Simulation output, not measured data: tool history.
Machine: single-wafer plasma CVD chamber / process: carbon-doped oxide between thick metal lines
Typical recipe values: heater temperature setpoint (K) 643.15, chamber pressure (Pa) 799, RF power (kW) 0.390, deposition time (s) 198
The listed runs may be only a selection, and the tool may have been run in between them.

run,hour,heater temperature setpoint (K),chamber pressure (Pa),RF power (kW),deposition time (s),wafers since the last listed run,hours since the last thermocouple change,hours since the last RF generator calibration,hours since the last manometer calibration,hours since the showerhead was replaced,hours since the gauge calibration,"read-back reference wafer on the same gauge, thickness_nm",mean film thickness on the monitor wafer (angstrom)
1,0.0,643.15,799,0.390,198,0,1541.6,882.9,2299.8,2346.0,325.9,888.758,8529.24
# hour 25.8: thermocouple changed; heater temperature recalibrated
2,26.3,643.15,799,0.410,198,86,0.5,909.2,2326.1,2372.3,352.2,887.846,8852.17
3,48.7,643.15,799,0.410,198,106,22.9,931.6,2348.5,2394.7,374.6,887.369,8891.54
4,125.6,643.15,799,0.340,198,364,99.8,1008.5,2425.4,2471.6,451.5,887.820,7489.46
5,144.0,643.15,799,0.340,198,87,118.2,1026.9,2443.8,2490.0,469.9,888.218,7480.02
6,158.9,643.15,799,0.390,198,70,133.1,1041.8,2458.7,2504.9,484.8,887.966,8495.56
7,172.0,643.15,799,0.390,198,62,146.2,1054.9,2471.8,2518.0,497.9,888.281,8504.00
8,197.9,643.15,799,0.330,198,122,172.1,1080.8,2497.7,2543.9,523.8,886.831,7210.32
9,230.4,631.15,637,0.390,223,153,204.6,1113.3,2530.2,2576.4,556.3,888.365,9483.84
10,244.4,643.15,799,0.435,227,66,218.6,1127.3,2544.2,2590.4,570.3,888.339,10746.29
# hour 261.1: capacitance manometer re-zeroed and calibrated
11,275.8,643.15,729,0.320,198,110,250.0,1158.7,14.7,2621.8,601.7,888.005,6893.39
12,294.4,643.15,729,0.320,198,88,268.6,1177.3,33.3,2640.4,620.3,887.331,6891.38
13,325.3,635.15,883,0.390,222,146,299.5,1208.2,64.2,2671.3,651.2,888.410,9840.86
14,340.6,643.15,799,0.345,198,72,314.8,1223.5,79.5,2686.6,666.5,887.033,7540.53
15,373.2,643.15,799,0.390,198,154,347.4,1256.1,112.1,2719.2,699.1,887.353,8527.09
16,403.5,628.15,799,0.370,216,143,377.7,1286.4,142.4,2749.5,729.4,888.386,9190.34
# hour 417.4: showerhead replaced
17,428.8,637.15,799,0.390,198,81,403.0,1311.7,167.7,11.4,754.7,887.517,8595.19
18,444.0,649.15,985,0.360,198,71,418.2,1326.9,182.9,26.6,769.9,887.616,8011.06
19,464.1,643.15,799,0.435,198,95,438.3,1347.0,203.0,46.7,790.0,888.587,9355.53
# hour 492.3: RF generator calibrated
# hour 495.4: gauge calibrated
20,499.4,643.15,977,0.390,198,129,473.6,7.1,238.3,82.0,4.0,888.850,9142.03
21,515.7,643.15,916,0.390,179,77,489.9,23.4,254.6,98.3,20.3,888.257,8147.66
22,533.2,648.15,799,0.390,159,82,507.4,40.9,272.1,115.8,37.8,889.646,7074.01
23,548.6,632.15,799,0.390,210,72,522.8,56.3,287.5,131.2,53.2,888.350,9763.08
24,607.7,643.15,665,0.390,167,279,581.9,115.4,346.6,190.3,112.3,887.800,7223.12
25,642.9,643.15,799,0.390,198,166,617.1,150.6,381.8,225.5,147.5,887.188,8867.31
26,659.4,643.15,799,0.340,198,78,633.6,167.1,398.3,242.0,164.0,887.920,7763.39
27,683.6,643.15,799,0.390,213,114,657.8,191.3,422.5,266.2,188.2,888.129,9421.25
28,715.8,643.15,799,0.390,198,152,690.0,223.5,454.7,298.4,220.4,889.283,8718.27
29,729.2,643.15,799,0.340,198,63,703.4,236.9,468.1,311.8,233.8,888.102,7724.62

Predict each of these 3 candidate next runs independently; none follows another, all start after run 29:
A,729.7,643.15,799,0.390,198,2,703.9,237.4,468.6,312.3,234.3,?,?
B,729.7,643.15,799,0.390,175,2,703.9,237.4,468.6,312.3,234.3,?,?
C,729.7,653.15,897,0.390,170,2,703.9,237.4,468.6,312.3,234.3,?,?

run,"read-back reference wafer on the same gauge, thickness_nm",mean film thickness on the monitor wafer (angstrom)
A,888.146,8736.15
B,888.146,7724.11
C,888.146,7443.60
Take away the tool's hidden state, keep each run's random variation, and the runs would have read:
run,mean film thickness on the monitor wafer (angstrom)
A,8954.65
B,7917.30
C,7629.76

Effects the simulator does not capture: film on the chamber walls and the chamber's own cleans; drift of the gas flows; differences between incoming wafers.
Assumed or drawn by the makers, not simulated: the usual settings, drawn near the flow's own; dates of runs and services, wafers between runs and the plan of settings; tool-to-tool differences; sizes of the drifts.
